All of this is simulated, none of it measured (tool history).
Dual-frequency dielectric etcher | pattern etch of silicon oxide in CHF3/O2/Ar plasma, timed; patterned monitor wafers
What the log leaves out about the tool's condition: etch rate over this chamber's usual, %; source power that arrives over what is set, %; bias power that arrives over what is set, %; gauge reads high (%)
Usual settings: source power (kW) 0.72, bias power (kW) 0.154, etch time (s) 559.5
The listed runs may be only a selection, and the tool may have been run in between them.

run	hour	source power (kW)	bias power (kW)	etch time (s)	wafers since the last listed run	hours since the last wet clean	hours since the last source power generator calibration	hours since the last bias power generator calibration	hours since the last upper electrode change	hours since the gauge calibration	read-back reference wafer on the same gauge, depth_nm	mean etch depth across the wafer (angstrom)
1	0	0.72	0.154	559.5	0	610	2302.4	2681	1055.9	1569.6	990	10373
# hour 76.1: wet clean of the chamber
2	76.6	0.72	0.154	559.5	97	0.5	2379	2757.6	1132.5	1646.2	990.5	10366
3	124.2	0.72	0.154	559.5	88	48.1	2426.6	2805.2	1180.1	1693.8	989.8	10420
4	225.7	0.72	0.154	559.5	188	149.6	2528.1	2906.7	1281.6	1795.3	990.2	10365
# hour 240: bias power generator calibrated
5	273.4	0.72	0.154	559.5	81	197.3	2575.8	33.4	1329.3	1843	990.4	10375
6	347.9	0.72	0.175	512	138	271.8	2650.3	107.9	1403.8	1917.5	989.3	9875
7	425.2	0.72	0.175	512	143	349.1	2727.6	185.2	1481.1	1994.8	990.5	9846
8	465.7	0.72	0.154	559.5	75	389.6	2768.1	225.7	1521.6	2035.3	989.7	10365
9	565.5	0.72	0.154	559.5	185	489.4	2867.9	325.5	1621.4	2135.1	990.2	10370
# hour 711.9: gauge calibrated
# hour 772.3: wet clean of the chamber
# hour 809.3: upper electrode replaced
10	809.8	0.72	0.154	392	364	37.5	3112.2	569.8	0.5	97.9	989.7	7262
11	866.6	0.72	0.175	512	105	94.3	3169	626.6	57.3	154.7	990.5	9926
12	943.9	0.9	0.139	559.5	143	171.6	3246.3	703.9	134.6	232	989.7	11499
# hour 1017.7: source power generator calibrated
13	1031.2	0.72	0.175	512	154	258.9	13.5	791.2	221.9	319.3	990.1	9609
14	1138.5	0.72	0.175	512	199	366.2	120.8	898.5	329.2	426.6	990	9621
15	1205.8	0.56	0.131	635.5	124	433.5	188.1	965.8	396.5	493.9	989.3	9253
16	1286.8	0.81	0.138	673	150	514.5	269.1	1046.8	477.5	574.9	990.1	12685
# hour 1368.4: wet clean of the chamber
17	1368.9	0.8	0.138	406	107	0.5	351.2	1128.9	559.6	657	990.1	7607
18	1412.6	0.79	0.174	624.5	81	44.2	394.9	1172.6	603.3	700.7	989.8	12486
19	1485	0.72	0.154	492	134	116.6	467.3	1245	675.7	773.1	990.3	8909
20	1547.4	0.72	0.154	704	115	179	529.7	1307.4	738.1	835.5	988.9	12801
21	1612.2	0.72	0.154	559.5	120	243.8	594.5	1372.2	802.9	900.3	990	10222
22	1707	0.88	0.154	451	175	338.6	689.3	1467	897.7	995.1	990.5	9260
23	1786.5	0.54	0.154	559.5	147	418.1	768.8	1546.5	977.2	1074.6	990.5	8408
24	1892.5	0.72	0.154	559.5	196	524.1	874.8	1652.5	1083.2	1180.6	990.4	10205
25	1986.1	0.79	0.116	442	173	617.7	968.4	1746.1	1176.8	1274.2	990.3	7901
# hour 2045.1: wet clean of the chamber
26	2072.7	0.66	0.18	412.5	116	27.6	1055	1832.7	1263.4	1360.8	989.8	7531
27	2156.7	0.72	0.188	559.5	155	111.6	1139	1916.7	1347.4	1444.8	990.3	10931
28	2196.6	0.87	0.179	668	74	151.5	1178.9	1956.6	1387.3	1484.7	989.8	14369
29	2303.8	0.79	0.135	444.5	198	258.7	1286.1	2063.8	1494.5	1591.9	989.3	8311

Run by run, hidden condition taken away, random variation retained:
run	mean etch depth across the wafer (angstrom)
1	10102
2	10092
3	10144
4	10087
5	10095
6	9609
7	9579
8	10080
9	10083
10	7057
11	9647
12	11167
13	9611
14	9601
15	9220
16	12619
17	7556
18	12394
19	8833
20	12679
21	10115
22	9150
23	8301
24	10061
25	7779
26	7413
27	10750
28	14124
29	8160
